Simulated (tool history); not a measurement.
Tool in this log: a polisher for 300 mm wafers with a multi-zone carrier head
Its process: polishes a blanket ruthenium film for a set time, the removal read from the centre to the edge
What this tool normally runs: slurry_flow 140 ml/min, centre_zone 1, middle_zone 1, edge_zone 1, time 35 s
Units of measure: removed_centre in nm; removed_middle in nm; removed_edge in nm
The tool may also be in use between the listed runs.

| run | hour | slurry_flow | centre_zone | middle_zone | edge_zone | time | wafers since the last listed run | wafers polished on this pad | hours since the slurry nozzle was cleaned | hours since the centre zone pressure was calibrated | hours since the edge zone pressure was calibrated | hours since the carrier head's membrane was replaced | incoming thickness of the incoming film, nm | removed_centre | removed_middle | removed_edge |
|---|---|---|---|---|---|---|---|---|---|---|---|---|---|---|---|---|
| 1 | 0 | 140 | 1 | 1.03 | 1 | 39 | 0 | 512 | 105.3 | 710.2 | 284.7 | 511.5 | 562.4 | 41.7 | 42.2 | 39.6 |
|  | 49.7 | carrier head's membrane replaced by a new one |
| 2 | 71.8 | 140 | 1 | 1.03 | 1 | 39 | 753 | 1265 | 177.1 | 782 | 356.5 | 22.1 | 568.9 | 42.4 | 42.1 | 39.2 |
|  | 103.4 | slurry nozzle cleaned |
|  | 143.7 | worn pad replaced by a new one |
| 3 | 175.9 | 140 | 1 | 1.03 | 1 | 39 | 1117 | 363 | 72.5 | 886.1 | 460.6 | 126.2 | 568.6 | 42.4 | 42.3 | 40.4 |
| 4 | 237.8 | 140 | 1 | 1 | 1 | 35 | 697 | 1061 | 134.4 | 948 | 522.5 | 188.1 | 565.2 | 39.2 | 37.4 | 36.2 |
|  | 253 | edge zone pressure recalibrated |
| 5 | 315.5 | 140 | 1 | 1 | 1 | 35 | 853 | 1914 | 212.1 | 1025.7 | 62.5 | 265.8 | 569.4 | 38.8 | 36.8 | 36.2 |
|  | 330.3 | slurry nozzle cleaned |
|  | 360.2 | worn pad replaced by a new one, of another model than before |
| 6 | 383.5 | 140 | 1 | 1 | 1 | 35 | 710 | 262 | 53.2 | 1093.7 | 130.5 | 333.8 | 567.4 | 40.2 | 37.2 | 35.8 |
|  | 399.8 | centre zone pressure recalibrated |
| 7 | 430.1 | 140 | 1 | 1 | 1 | 35 | 502 | 765 | 99.8 | 30.3 | 177.1 | 380.4 | 572.4 | 36.1 | 37.2 | 36.2 |
| 8 | 521.4 | 140 | 1 | 1 | 1 | 35 | 1029 | 1794 | 191.1 | 121.6 | 268.4 | 471.7 | 572.8 | 36 | 36.9 | 36.6 |
|  | 544.9 | worn pad replaced by a new one |
|  | 560.3 | slurry nozzle cleaned |
|  | 580.3 | carrier head's membrane replaced by a new one |
| 9 | 593.3 | 140 | 1 | 1.08 | 0.95 | 35 | 697 | 477 | 33 | 193.5 | 340.3 | 13 | 579.1 | 36.1 | 39.1 | 35.2 |
| 10 | 679.7 | 140 | 1 | 0.91 | 1 | 35 | 974 | 1451 | 119.4 | 279.9 | 426.7 | 99.4 | 564.9 | 36.9 | 33.7 | 36.1 |
|  | 733.3 | edge zone pressure recalibrated |
|  | 755.3 | worn pad replaced by a new one |
| 11 | 755.8 | 185 | 1 | 1 | 0.88 | 35 | 790 | 5 | 195.5 | 356 | 22.5 | 175.5 | 568 | 37.3 | 38.3 | 34.8 |
|  | 805.8 | slurry nozzle cleaned |
| 12 | 814.9 | 140 | 0.93 | 1.05 | 1 | 39 | 654 | 660 | 9.1 | 415.1 | 81.6 | 234.6 | 569.1 | 37.8 | 42.7 | 40.4 |
| 13 | 876.1 | 140 | 0.89 | 1 | 1 | 35 | 689 | 1350 | 70.3 | 476.3 | 142.8 | 295.8 | 565.5 | 32.8 | 36.9 | 35.9 |
|  | 973.7 | worn pad replaced by a new one |
| 14 | 974.2 | 140 | 1 | 1 | 1 | 35 | 1060 | 5 | 168.4 | 574.4 | 240.9 | 393.9 | 561.3 | 37.4 | 36.9 | 35.9 |
| 15 | 1036.4 | 140 | 1 | 1 | 0.93 | 35 | 701 | 707 | 230.6 | 636.6 | 303.1 | 456.1 | 576.4 | 37.3 | 36.7 | 34.6 |
|  | 1059.4 | slurry nozzle cleaned |
| 16 | 1073 | 140 | 1 | 1 | 0.89 | 39 | 401 | 1108 | 13.6 | 673.2 | 339.7 | 492.7 | 573.7 | 42 | 41.6 | 38.2 |

Predict each of these 5 candidate next runs independently; none follows another, all start after run 16:
| A | 1073.4 | 140 | 1 | 1 | 1 | 35 | 4 | 1113 | 14 | 673.6 | 340.1 | 493.1 | 572.3 | ? | ? | ? |
| B | 1073.4 | 140 | 1 | 1 | 1 | 26 | 4 | 1113 | 14 | 673.6 | 340.1 | 493.1 | 572.3 | ? | ? | ? |
| C | 1073.4 | 140 | 1.05 | 1 | 1 | 35 | 4 | 1113 | 14 | 673.6 | 340.1 | 493.1 | 572.3 | ? | ? | ? |
| D | 1073.4 | 125 | 1 | 1 | 1.09 | 46 | 4 | 1113 | 14 | 673.6 | 340.1 | 493.1 | 572.3 | ? | ? | ? |
| E | 1073.4 | 105 | 1 | 1 | 1 | 35 | 4 | 1113 | 14 | 673.6 | 340.1 | 493.1 | 572.3 | ? | ? | ? |

| run | removed_centre | removed_middle | removed_edge |
|---|---|---|---|
| A | 37.6 | 36.6 | 35.9 |
| B | 27.9 | 27.2 | 26.7 |
| C | 39.5 | 36.6 | 35.9 |
| D | 48.5 | 47.4 | 48.8 |
| E | 36 | 35.2 | 35 |
With the hidden condition removed and each run's random variation left untouched, the same runs would have given:
| run | removed_centre | removed_middle | removed_edge |
|---|---|---|---|
| A | 35.4 | 36.6 | 35.9 |
| B | 26.3 | 27.2 | 26.7 |
| C | 37.2 | 36.6 | 35.9 |
| D | 45.8 | 47.4 | 48.8 |
| E | 33.9 | 35.3 | 35 |

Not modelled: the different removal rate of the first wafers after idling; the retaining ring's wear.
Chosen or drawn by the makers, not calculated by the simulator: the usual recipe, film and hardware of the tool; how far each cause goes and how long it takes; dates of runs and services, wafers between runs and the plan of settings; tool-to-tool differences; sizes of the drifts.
